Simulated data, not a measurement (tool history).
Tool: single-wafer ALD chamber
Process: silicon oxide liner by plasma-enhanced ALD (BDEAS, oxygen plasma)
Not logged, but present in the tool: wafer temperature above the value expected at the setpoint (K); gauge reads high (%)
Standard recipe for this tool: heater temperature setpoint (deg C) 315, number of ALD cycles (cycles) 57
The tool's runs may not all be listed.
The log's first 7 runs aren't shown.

run   hour  heater temperature setpoint (deg C)  number of ALD cycles (cycles)  wafers since the last listed run  hours since the last thermocouple change  hours since the gauge calibration  read-back reference wafer on the same gauge, thickness_nm  mean film thickness on the monitor wafer (nm)
  8   75.4                                  315                             64                                90                                    1327.0                              421.1                                                      6.379                                          6.197
  9   88.0                                  315                             54                                75                                    1339.6                              433.7                                                      6.379                                          5.221
 10  100.0                                  315                             54                                72                                    1351.6                              445.7                                                      6.379                                          5.223
 11  111.4                                  321                             57                                68                                    1363.0                              457.1                                                      6.381                                          5.486
 12  125.7                                  321                             57                                86                                    1377.3                              471.4                                                      6.382                                          5.473
 13  134.2                                  315                             57                                51                                    1385.8                              479.9                                                      6.387                                          5.533
 14  142.7                                  315                             62                                51                                    1394.3                              488.4                                                      6.388                                          5.996
 15  152.8                                  315                             62                                60                                    1404.4                              498.5                                                      6.385                                          6.043
     155.9  -- gauge calibrated
 16  165.3                                  315                             62                                75                                    1416.9                                9.4                                                      6.260                                          5.877
 17  212.4                                  322                             57                               283                                    1464.0                               56.5                                                      6.289                                          5.386
 18  225.1                                  322                             57                                76                                    1476.7                               69.2                                                      6.292                                          5.402
 19  234.1                                  315                             50                                54                                    1485.7                               78.2                                                      6.292                                          4.788
 20  243.2                                  315                             50                                54                                    1494.8                               87.3                                                      6.301                                          4.791
 21  250.5                                  315                             63                                43                                    1502.1                               94.6                                                      6.304                                          6.026
     261.7  -- thermocouple changed; heater temperature recalibrated
 22  263.5                                  315                             62                                30                                       1.8                              107.6                                                      6.309                                          5.970
 23  274.1                                  322                             66                                63                                      12.4                              118.2                                                      6.322                                          6.273
 24  290.1                                  315                             57                                96                                      28.4                              134.2                                                      6.319                                          5.492
 25  299.8                                  325                             65                                58                                      38.1                              143.9                                                      6.322                                          6.161
 26  308.0                                  315                             53                                49                                      46.3                              152.1                                                      6.332                                          5.088
 27  319.8                                  308                             61                                71                                      58.1                              163.9                                                      6.336                                          5.912
 28  334.4                                  307                             66                                87                                      72.7                              178.5                                                      6.328                                          6.404
 29  340.4                                  315                             57                                36                                      78.7                              184.5                                                      6.331                                          5.470
 30  352.4                                  322                             61                                72                                      90.7                              196.5                                                      6.336                                          5.825

Estimate the outcome of run 31 from the log above:
 31  365.7                                  330                             67                                80                                     104.0                              209.8                                                          ?                                              ?

{"run 31": {"read-back reference wafer on the same gauge, thickness_nm": 6.341, "mean film thickness on the monitor wafer (nm)": 6.306}}
The same run, on a tool lacking any hidden state, would have yielded mean film thickness on the monitor wafer (nm) 6.236.
